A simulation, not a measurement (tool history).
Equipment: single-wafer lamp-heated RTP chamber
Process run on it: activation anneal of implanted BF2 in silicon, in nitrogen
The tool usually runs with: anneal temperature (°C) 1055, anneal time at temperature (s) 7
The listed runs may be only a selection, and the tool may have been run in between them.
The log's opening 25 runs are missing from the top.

run	day	anneal temperature (°C)	anneal time at temperature (s)	read-back reference wafer on the same gauge, sheet resistance	sheet resistance of the implanted and annealed layer (ohm/square)
# day 34.012: pyrometer window cleaned and pyrometer calibrated
26	34.392	1066	11	149.70	142.24
27	35.071	1080	5	149.97	145.64
28	36.221	1055	7	150.01	150.30
29	37.442	1055	7	149.94	150.15
30	38.488	1071	9	150.14	141.61
31	39.771	1055	7	149.84	149.51
32	40.492	1055	8	149.99	150.16
33	41.475	1068	6	150.01	146.92
34	42.238	1055	7	149.87	149.99
# day 44.846: reflector plate cleaned
35	46.688	1055	9	149.77	149.58
36	47.825	1067	5	149.87	149.56

Here are 5 independent what-if runs from the current tool condition. What would each one return?
A	47.842	1055	10	?	?
B	47.842	1069	7	?	?
C	47.842	1075	4	?	?
D	47.842	1055	4	?	?
E	47.842	1036	7	?	?

run	read-back reference wafer on the same gauge, sheet resistance	sheet resistance of the implanted and annealed layer (ohm/square)
A	150.08	145.67
B	150.08	144.26
C	150.08	148.40
D	150.08	154.63
E	150.08	157.58
With the hidden condition removed and each run's random variation left untouched, the same runs would have given:
run	sheet resistance of the implanted and annealed layer (ohm/square)
A	150.17
B	147.91
C	151.58
D	158.78
E	163.30
